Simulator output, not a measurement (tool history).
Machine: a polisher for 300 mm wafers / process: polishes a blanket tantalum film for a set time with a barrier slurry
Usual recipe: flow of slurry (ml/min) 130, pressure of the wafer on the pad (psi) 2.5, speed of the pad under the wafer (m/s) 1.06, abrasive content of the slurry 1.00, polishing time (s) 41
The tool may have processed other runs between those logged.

| run | hour | flow of slurry (ml/min) | pressure of the wafer on the pad (psi) | speed of the pad under the wafer (m/s) | abrasive content of the slurry | polishing time (s) | incoming thickness of the incoming film, nm | film removed (Å) |
|---|---|---|---|---|---|---|---|---|
| 1 | 0.0 | 115 | 2.5 | 1.06 | 1.00 | 41 | 262.1 | 818 |
| 2 | 30.0 | 115 | 2.5 | 1.06 | 1.00 | 41 | 260.6 | 813 |
| 3 | 48.3 | 130 | 2.5 | 1.06 | 1.00 | 41 | 261.6 | 838 |
|  | 82.7 | worn pad replaced by a new one |
| 4 | 83.2 | 130 | 2.5 | 1.06 | 1.00 | 41 | 260.2 | 839 |
| 5 | 112.3 | 130 | 2.5 | 1.06 | 1.00 | 41 | 257.5 | 804 |
|  | 124.7 | slurry blender recalibrated |
| 6 | 146.8 | 130 | 2.5 | 1.06 | 1.00 | 41 | 254.9 | 874 |
| 7 | 169.9 | 130 | 2.5 | 1.06 | 1.00 | 41 | 259.4 | 875 |
| 8 | 198.5 | 130 | 2.5 | 1.06 | 1.00 | 41 | 256.8 | 855 |
| 9 | 229.7 | 130 | 2.5 | 1.14 | 1.00 | 41 | 259.6 | 889 |
| 10 | 244.1 | 130 | 2.5 | 1.14 | 1.00 | 41 | 254.3 | 891 |
|  | 281.3 | worn pad replaced by a new one |
| 11 | 281.8 | 130 | 3.0 | 1.06 | 1.00 | 41 | 261.5 | 990 |
|  | 293.7 | slurry nozzle cleaned |
|  | 295.3 | slurry blender recalibrated |
| 12 | 312.9 | 130 | 2.1 | 1.06 | 1.00 | 41 | 261.5 | 720 |
|  | 360.1 | head pressure recalibrated |
| 13 | 367.2 | 130 | 2.1 | 1.06 | 1.00 | 41 | 255.9 | 701 |
| 14 | 393.3 | 130 | 3.1 | 1.06 | 0.90 | 36 | 259.6 | 882 |
| 15 | 427.2 | 160 | 2.5 | 0.94 | 1.00 | 30 | 258.6 | 556 |
|  | 452.7 | worn pad replaced by a new one |
| 16 | 458.2 | 130 | 2.1 | 1.06 | 0.70 | 33 | 259.8 | 519 |
|  | 490.1 | slurry blender recalibrated |
| 17 | 490.6 | 130 | 2.5 | 1.06 | 0.75 | 41 | 258.8 | 841 |
| 18 | 518.4 | 130 | 2.1 | 1.06 | 0.70 | 33 | 259.9 | 544 |
| 19 | 547.5 | 130 | 2.5 | 1.06 | 1.00 | 41 | 261.5 | 832 |
| 20 | 587.4 | 130 | 2.5 | 1.06 | 0.85 | 41 | 259.4 | 784 |
| 21 | 619.2 | 130 | 2.5 | 1.06 | 0.85 | 49 | 259.2 | 933 |
| 22 | 633.8 | 130 | 2.1 | 1.06 | 1.25 | 54 | 260.0 | 924 |
| 23 | 650.5 | 165 | 2.5 | 1.06 | 1.00 | 41 | 256.9 | 841 |
|  | 665.2 | worn pad replaced by a new one |
|  | 667.3 | slurry blender recalibrated |
| 24 | 683.0 | 140 | 1.6 | 1.06 | 1.00 | 41 | 262.1 | 563 |
| 25 | 713.7 | 170 | 2.5 | 1.06 | 1.00 | 41 | 258.8 | 887 |
| 26 | 735.6 | 130 | 2.5 | 1.06 | 1.00 | 41 | 258.4 | 833 |
| 27 | 768.5 | 130 | 1.8 | 1.06 | 1.15 | 45 | 255.9 | 678 |
|  | 775.5 | slurry nozzle cleaned |
| 28 | 799.9 | 130 | 2.9 | 1.06 | 1.00 | 41 | 258.3 | 947 |
| 29 | 820.1 | 130 | 2.5 | 1.06 | 1.10 | 51 | 257.9 | 1045 |
|  | 832.4 | worn pad replaced by a new one |
| 30 | 850.8 | 130 | 2.5 | 1.06 | 0.70 | 41 | 255.8 | 760 |

Below, each run's measurement less what the same run would have read without the hidden state. Both values contain the same run-to-run variation, but the gauge's scatter may not be the same in both:
The hidden state here: removal rate lost through wear of the pad, %; slurry flow missing at the pad, %; deviation of the head's pressure from its setpoint, %; abrasive missing from the slurry, %.
| run | film removed (Å) |
|---|---|
| 1 | -45 |
| 2 | -55 |
| 3 | -60 |
| 4 | -66 |
| 5 | -67 |
| 6 | -21 |
| 7 | -38 |
| 8 | -50 |
| 9 | -63 |
| 10 | -66 |
| 11 | -82 |
| 12 | -16 |
| 13 | -42 |
| 14 | -66 |
| 15 | -44 |
| 16 | -51 |
| 17 | -13 |
| 18 | -27 |
| 19 | -53 |
| 20 | -71 |
| 21 | -94 |
| 22 | -80 |
| 23 | -84 |
| 24 | -15 |
| 25 | -46 |
| 26 | -55 |
| 27 | -51 |
| 28 | -83 |
| 29 | -92 |
| 30 | -84 |
